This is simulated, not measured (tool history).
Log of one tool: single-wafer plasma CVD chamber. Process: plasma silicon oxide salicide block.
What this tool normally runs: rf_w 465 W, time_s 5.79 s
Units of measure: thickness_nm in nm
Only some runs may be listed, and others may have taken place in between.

run	day	rf_w	time_s	read-back reference wafer on the same gauge, thickness_nm	thickness_nm
1	0.000	465	5.79	43.997	46.750
2	2.508	465	5.79	43.985	47.078
3	5.771	465	5.79	43.998	46.956
4	19.100	465	5.79	43.983	46.227
5	22.929	465	5.79	44.027	46.323
6	24.975	465	5.79	43.983	46.433
7	28.438	465	5.79	43.996	46.298
8	32.483	465	5.79	43.983	45.886
# day 36.417: RF generator calibrated
9	36.938	395	6.30	44.005	48.998
10	41.229	555	5.19	44.019	44.697
# day 42.188: gauge calibrated
11	49.908	505	5.05	43.989	42.095
# day 51.579: showerhead replaced
12	51.600	465	4.90	44.060	39.739
13	55.292	465	5.03	43.989	40.441
14	57.558	465	5.79	44.022	46.924
15	69.492	520	5.10	44.029	42.637
16	73.367	465	5.79	43.983	46.337
17	75.679	420	5.03	43.987	39.159
18	80.100	440	5.79	43.918	45.718

Alternative continuations, all from the tool just after run 18; predict every row:
A	80.117	465	6.33	?	?
B	80.117	425	5.44	?	?
C	80.117	425	4.72	?	?
D	80.117	465	4.84	?	?
E	80.117	430	6.73	?	?

run	read-back reference wafer on the same gauge, thickness_nm	thickness_nm
A	44.006	50.629
B	44.006	42.314
C	44.006	36.714
D	44.006	38.711
E	44.006	52.539
Without the tool's unlogged condition, the same runs would have read:
run	thickness_nm
A	51.856
B	43.340
C	37.604
D	39.650
E	53.812
